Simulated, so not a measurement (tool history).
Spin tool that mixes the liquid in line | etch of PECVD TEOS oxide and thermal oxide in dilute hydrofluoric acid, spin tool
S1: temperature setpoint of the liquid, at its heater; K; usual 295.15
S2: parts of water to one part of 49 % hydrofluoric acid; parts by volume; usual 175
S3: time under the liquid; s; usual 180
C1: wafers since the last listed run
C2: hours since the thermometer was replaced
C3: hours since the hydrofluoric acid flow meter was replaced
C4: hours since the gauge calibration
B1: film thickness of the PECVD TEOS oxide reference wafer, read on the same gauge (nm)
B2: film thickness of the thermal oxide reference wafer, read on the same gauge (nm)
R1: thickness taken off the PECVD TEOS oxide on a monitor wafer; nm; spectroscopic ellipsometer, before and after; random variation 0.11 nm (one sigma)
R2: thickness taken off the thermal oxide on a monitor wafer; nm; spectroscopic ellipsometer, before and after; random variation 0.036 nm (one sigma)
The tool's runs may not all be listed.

run,day,S1,S2,S3,C1,C2,C3,C4,B1,B2,R1,R2
1,0,295.15,175,180,0,1440.4,1210,208.3,59.98,130.01,21.24,3.836
2,0.567,295.15,175,230,88,1454,1223.6,221.9,59.99,129.969,27.06,4.799
3,0.983,295.15,175,180,65,1464,1233.6,231.9,60.01,129.991,21.12,3.792
4,1.725,295.15,175,180,116,1481.8,1251.4,249.7,60.02,130.008,21.02,3.753
5,2.471,295.15,175,180,116,1499.7,1269.3,267.6,59.99,130.03,21.12,3.744
6,3.125,293.15,175,180,102,1515.4,1285,283.3,59.97,129.989,19.25,3.424
7,3.658,295.15,175,180,83,1528.2,1297.8,296.1,59.99,130.027,20.93,3.756
8,4.133,295.15,175,180,74,1539.6,1309.2,307.5,60.02,129.987,20.85,3.76
9,4.512,295.15,175,180,59,1548.7,1318.3,316.6,59.98,130.006,21.08,3.742
# day 5.8: gauge calibrated
10,6.725,295.15,175,180,346,1601.8,1371.4,22.2,59.97,130.007,20.75,3.687
11,7.121,295.15,175,180,62,1611.3,1380.9,31.7,59.98,130.005,20.74,3.747
12,7.646,295.15,175,180,82,1623.9,1393.5,44.3,60.03,130.024,20.84,3.767
13,7.954,291.65,200,265,48,1631.3,1400.9,51.7,60.04,130.012,22.87,4.065
14,8.612,295.15,240,180,103,1647.1,1416.7,67.5,60.02,130.039,14.02,2.523
15,9.092,293.15,125,180,75,1658.6,1428.2,79,60,129.991,28.44,5.13
# day 9.579: hydrofluoric acid flow meter replaced
16,9.621,300.15,235,180,76,1671.3,1,91.7,59.99,129.984,19.9,3.584
17,10.125,299.65,245,290,79,1683.4,13.1,103.8,59.99,130.008,29.87,5.301
18,10.512,292.65,240,75,60,1692.7,22.4,113.1,60.03,129.991,6.09,1.099
19,10.879,295.15,175,115,57,1701.5,31.2,121.9,60.01,129.991,15.04,2.72
20,11.446,295.15,175,180,88,1715.1,44.8,135.5,60.01,130.028,23.65,4.219
# day 11.758: thermometer replaced
21,11.812,295.15,105,290,50,1.3,53.6,144.3,60.04,129.999,68.56,12.226
22,12.342,299.65,240,85,82,14,66.3,157,60.01,129.981,8.99,1.601
23,13.871,295.15,175,180,239,50.7,103,193.7,60.01,130.019,23.54,4.187
24,14.421,295.15,245,180,86,63.9,116.2,206.9,60,129.998,15.69,2.793
25,15.129,290.65,145,180,110,80.9,133.2,223.9,59.99,129.998,24.52,4.348
26,15.829,292.65,110,250,109,97.7,150,240.7,59.99,130.024,50.36,9.059
27,16.392,295.15,175,180,88,111.2,163.5,254.2,60,130.011,23.14,4.211

The tool's hidden state at each run:
liquid colder than its thermometer reads (K): 0 in every run
gauge reads high (%): 0 in every run
H1: hydrofluoric acid flow below the setpoint (%)
run,H1
1,10.4
2,10.5
3,10.6
4,10.7
5,10.8
6,10.9
7,11
8,11.1
9,11.2
10,11.5
11,11.6
12,11.7
13,11.7
14,11.9
15,11.9
16,1.44
17,1.52
18,1.59
19,1.65
20,1.75
21,1.81
22,1.9
23,2.16
24,2.25
25,2.37
26,2.49
27,2.59
